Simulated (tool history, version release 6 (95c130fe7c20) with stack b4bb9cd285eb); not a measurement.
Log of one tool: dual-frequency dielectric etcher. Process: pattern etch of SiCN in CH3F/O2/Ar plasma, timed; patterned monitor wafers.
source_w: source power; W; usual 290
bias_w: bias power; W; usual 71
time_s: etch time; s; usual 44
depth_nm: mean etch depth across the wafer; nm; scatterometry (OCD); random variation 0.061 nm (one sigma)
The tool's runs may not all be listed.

run   hour  source_w  bias_w  time_s  read-back reference wafer on the same gauge, depth_nm  depth_nm
  1      0       290      71      44                                                  17.39     15.58
  2   33.2       290      71      44                                                   17.4     15.56
  3   51.8       290      71    36.5                                                   17.4     12.95
  4   81.1       290      71    36.5                                                   17.4     12.98
  5  101.6       290      71    54.5                                                  17.39     19.31
  6  115.9       290      71    54.5                                                   17.4      19.5
  7  148.3       290      71      44                                                  17.39     15.72
  8  168.6       290      71      44                                                  17.41     15.72
  9  199.7       290      71      44                                                  17.39      15.8
     231.2  -- wet clean of the chamber
 10  231.7       290      71      44                                                  17.38     15.24
 11  256.1       290      71      44                                                  17.41      15.3
       275  -- gauge calibrated
 12  286.9       290      71      44                                                   17.4     15.33
 13  309.5       240      71    39.5                                                  17.39     12.77
 14  339.5       290      55      44                                                  17.41     14.18
 15  356.9       290      83      52                                                  17.39     19.17
 16    375       290      71    47.5                                                   17.4     16.55
     414.5  -- bias power generator calibrated
     425.7  -- upper electrode replaced
 17  426.2       290      71      44                                                  17.41     15.47
 18  437.4       260      71      44                                                   17.4     14.93
 19  471.6       290      71      44                                                   17.4     15.64
     484.6  -- source power generator calibrated
 20    506       320      71      49                                                  17.42     17.95

Forecast run 21:
 21  540.2       290      81      44                                                      ?         ?

read-back reference wafer on the same gauge, depth_nm: 17.39
depth_nm: 16.27 nm
Without the tool's hidden state the same run would have given depth_nm 15.89 nm.
